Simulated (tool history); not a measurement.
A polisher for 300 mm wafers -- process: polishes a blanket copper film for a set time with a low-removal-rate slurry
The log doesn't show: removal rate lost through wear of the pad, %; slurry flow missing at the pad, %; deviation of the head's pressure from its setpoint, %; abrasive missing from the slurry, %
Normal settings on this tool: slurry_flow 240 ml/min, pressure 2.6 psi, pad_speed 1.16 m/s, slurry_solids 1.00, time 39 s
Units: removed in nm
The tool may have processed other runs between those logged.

| run | hour | slurry_flow | pressure | pad_speed | slurry_solids | time | wafers since the last listed run | wafers polished on this pad | hours since the slurry nozzle was cleaned | hours since the head pressure was calibrated | hours since the slurry blender was calibrated | incoming thickness of the incoming film, nm | removed |
|---|---|---|---|---|---|---|---|---|---|---|---|---|---|
| 1 | 0.0 | 240 | 2.6 | 1.16 | 0.90 | 39 | 0 | 256 | 286.1 | 516.6 | 322.3 | 1564.8 | 90.0 |
|  | 73.9 | slurry blender recalibrated |
| 2 | 74.4 | 240 | 2.6 | 1.16 | 1.00 | 39 | 630 | 887 | 360.5 | 591.0 | 0.5 | 1543.8 | 88.1 |
| 3 | 139.0 | 240 | 2.6 | 1.16 | 1.00 | 39 | 562 | 1450 | 425.1 | 655.6 | 65.1 | 1527.3 | 88.7 |
| 4 | 193.3 | 240 | 2.6 | 1.16 | 1.00 | 39 | 472 | 1922 | 479.4 | 709.9 | 119.4 | 1546.6 | 87.0 |
| 5 | 251.1 | 240 | 2.6 | 1.16 | 1.00 | 39 | 503 | 2426 | 537.2 | 767.7 | 177.2 | 1540.8 | 84.8 |
|  | 264.0 | worn pad replaced by a new one |
| 6 | 355.3 | 240 | 2.6 | 1.16 | 1.00 | 39 | 872 | 794 | 641.4 | 871.9 | 281.4 | 1562.6 | 87.7 |
|  | 406.0 | head pressure recalibrated |
| 7 | 431.4 | 240 | 2.6 | 1.16 | 1.00 | 39 | 645 | 1439 | 717.5 | 25.4 | 357.5 | 1536.7 | 93.9 |
|  | 454.3 | slurry nozzle cleaned |
|  | 478.7 | slurry blender recalibrated |
| 8 | 512.9 | 240 | 2.6 | 1.16 | 1.00 | 39 | 683 | 2123 | 58.6 | 106.9 | 34.2 | 1541.4 | 91.4 |
|  | 522.2 | worn pad replaced by a new one |
| 9 | 591.5 | 240 | 2.6 | 1.16 | 1.00 | 39 | 649 | 603 | 137.2 | 185.5 | 112.8 | 1553.2 | 96.1 |
| 10 | 669.8 | 305 | 2.6 | 1.16 | 1.10 | 47 | 681 | 1284 | 215.5 | 263.8 | 191.1 | 1553.7 | 118.7 |
| 11 | 762.4 | 175 | 2.6 | 0.90 | 1.00 | 48 | 806 | 2091 | 308.1 | 356.4 | 283.7 | 1540.3 | 81.4 |
|  | 782.9 | worn pad replaced by a new one |
|  | 824.2 | slurry blender recalibrated |
| 12 | 855.9 | 210 | 2.6 | 1.26 | 1.00 | 39 | 761 | 618 | 401.6 | 449.9 | 31.7 | 1582.8 | 99.2 |
| 13 | 939.1 | 295 | 2.6 | 1.16 | 0.80 | 39 | 724 | 1342 | 484.8 | 533.1 | 114.9 | 1569.0 | 89.2 |
| 14 | 986.9 | 240 | 2.6 | 1.16 | 1.00 | 39 | 416 | 1759 | 532.6 | 580.9 | 162.7 | 1528.0 | 89.4 |
|  | 1052.0 | worn pad replaced by a new one |
| 15 | 1073.2 | 240 | 2.6 | 1.16 | 1.00 | 52 | 716 | 184 | 618.9 | 667.2 | 249.0 | 1552.1 | 121.4 |
|  | 1083.7 | slurry nozzle cleaned |
| 16 | 1127.7 | 240 | 2.6 | 1.00 | 1.00 | 39 | 465 | 650 | 44.0 | 721.7 | 303.5 | 1544.8 | 76.4 |
| 17 | 1171.3 | 155 | 1.8 | 1.16 | 1.00 | 39 | 379 | 1030 | 87.6 | 765.3 | 347.1 | 1572.8 | 64.0 |
|  | 1191.0 | slurry blender recalibrated |
| 18 | 1260.0 | 240 | 2.6 | 1.16 | 1.20 | 50 | 755 | 1785 | 176.3 | 854.0 | 69.0 | 1559.0 | 117.1 |
|  | 1283.8 | worn pad replaced by a new one |
| 19 | 1328.5 | 240 | 2.6 | 1.16 | 1.00 | 39 | 561 | 389 | 244.8 | 922.5 | 137.5 | 1573.1 | 90.7 |

Each row is a separate what-if for the run after 19, all from the same tool condition, not one after another. Results?
| A | 1328.9 | 240 | 2.6 | 1.16 | 1.00 | 39 | 3 | 392 | 245.2 | 922.9 | 137.9 | 1547.8 | ? |
| B | 1328.9 | 205 | 2.6 | 1.16 | 1.00 | 39 | 3 | 392 | 245.2 | 922.9 | 137.9 | 1547.8 | ? |
| C | 1328.9 | 300 | 2.6 | 1.32 | 0.85 | 39 | 3 | 392 | 245.2 | 922.9 | 137.9 | 1547.8 | ? |
| D | 1328.9 | 240 | 2.6 | 1.30 | 0.85 | 46 | 3 | 392 | 245.2 | 922.9 | 137.9 | 1547.8 | ? |

| run | removed |
|---|---|
| A | 91.8 |
| B | 89.9 |
| C | 104.0 |
| D | 118.0 |
Take away the tool's hidden state, keep each run's random variation, and the runs would have read:
| run | removed |
|---|---|
| A | 99.8 |
| B | 97.7 |
| C | 113.1 |
| D | 128.2 |
